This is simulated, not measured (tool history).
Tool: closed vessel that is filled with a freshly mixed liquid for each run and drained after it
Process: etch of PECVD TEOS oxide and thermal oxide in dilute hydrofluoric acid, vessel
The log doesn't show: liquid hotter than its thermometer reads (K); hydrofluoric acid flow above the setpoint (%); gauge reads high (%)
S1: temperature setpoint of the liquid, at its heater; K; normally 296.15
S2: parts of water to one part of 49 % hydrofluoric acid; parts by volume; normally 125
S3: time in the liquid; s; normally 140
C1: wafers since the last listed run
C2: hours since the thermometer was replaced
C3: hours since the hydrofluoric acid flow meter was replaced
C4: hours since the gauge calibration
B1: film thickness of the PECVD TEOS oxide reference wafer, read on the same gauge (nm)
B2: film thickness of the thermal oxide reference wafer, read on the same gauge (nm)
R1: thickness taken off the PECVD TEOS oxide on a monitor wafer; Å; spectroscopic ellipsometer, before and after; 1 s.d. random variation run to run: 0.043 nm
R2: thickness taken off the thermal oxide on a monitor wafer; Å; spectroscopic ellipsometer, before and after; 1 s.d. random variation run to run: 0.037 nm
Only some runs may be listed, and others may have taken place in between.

run,hour,S1,S2,S3,C1,C2,C3,C4,B1,B2,R1,R2
1,0.0,296.15,125,75,0,640.5,429.0,409.3,30.01,89.994,53.7,26.91
2,16.1,293.65,145,80,1079,656.6,445.1,425.4,29.97,89.998,44.1,22.25
3,24.2,296.15,125,140,543,664.7,453.2,433.5,30.01,89.991,100.9,49.80
4,37.6,296.15,125,140,898,678.1,466.6,446.9,30.00,90.065,100.1,50.78
5,53.4,296.15,85,140,1059,693.9,482.4,462.7,30.00,90.001,155.8,78.69
# hour 68.7: hydrofluoric acid flow meter replaced
6,93.3,296.15,125,100,2609,733.8,24.6,502.6,30.00,89.997,70.6,35.25
7,109.5,296.15,150,205,1086,750.0,40.8,518.8,30.02,90.016,116.2,59.32
8,126.7,296.15,145,190,1153,767.2,58.0,536.0,30.00,89.986,112.5,56.63
9,137.0,300.15,125,80,690,777.5,68.3,546.3,30.02,90.017,65.9,33.01
10,150.5,296.15,140,110,905,791.0,81.8,559.8,30.00,90.012,68.1,34.29
# hour 152.1: gauge calibrated
11,167.5,296.15,125,140,1140,808.0,98.8,15.4,30.00,89.993,98.4,50.21
# hour 179.6: thermometer replaced
12,185.4,300.65,125,215,1133,5.8,116.7,33.3,30.02,89.990,173.4,87.65
13,195.7,296.15,170,80,690,16.1,127.0,43.6,30.01,89.995,38.0,19.10
14,212.4,296.15,170,70,1120,32.8,143.7,60.3,29.99,89.993,33.2,16.89
15,239.8,296.15,160,140,1838,60.2,171.1,87.7,29.97,90.043,71.5,35.68
16,255.0,299.65,100,200,1019,75.4,186.3,102.9,30.03,90.011,201.3,101.38
17,282.5,296.15,165,140,1844,102.9,213.8,130.4,29.98,89.998,69.4,35.18
18,327.4,294.15,160,200,3011,147.8,258.7,175.3,29.98,90.020,96.1,47.93
19,343.1,298.15,90,100,1053,163.5,274.4,191.0,30.03,89.988,108.5,53.59
20,351.7,294.65,125,140,576,172.1,283.0,199.6,30.04,89.988,90.9,46.05
21,361.5,299.15,125,140,657,181.9,292.8,209.4,30.01,90.054,109.6,53.94
22,374.2,296.15,125,140,851,194.6,305.5,222.1,30.02,90.007,97.2,48.84
23,387.9,296.15,150,140,919,208.3,319.2,235.8,30.02,89.991,79.3,39.40
24,394.5,292.65,70,100,442,214.9,325.8,242.4,30.00,90.027,113.9,57.78
25,402.3,298.65,125,185,523,222.7,333.6,250.2,30.03,90.004,142.5,72.21

Each row is a separate what-if for the run after 25, all from the same tool condition, not one after another. Results?
A,403.0,296.15,125,140,46,223.4,334.3,250.9,?,?,?,?
B,403.0,299.65,125,140,46,223.4,334.3,250.9,?,?,?,?
C,403.0,296.15,125,200,46,223.4,334.3,250.9,?,?,?,?
D,403.0,298.15,145,90,46,223.4,334.3,250.9,?,?,?,?
E,403.0,296.15,180,85,46,223.4,334.3,250.9,?,?,?,?

run,B1,B2,R1,R2
A,29.97,89.969,97.6,49.70
B,29.97,89.969,111.7,56.89
C,29.97,89.969,139.5,71.01
D,29.97,89.969,57.1,29.08
E,29.97,89.969,38.7,19.73
Without the tool's unlogged condition, the same runs would have read:
run,R1,R2
A,92.4,47.07
B,105.8,53.89
C,132.1,67.25
D,54.1,27.53
E,36.7,18.67
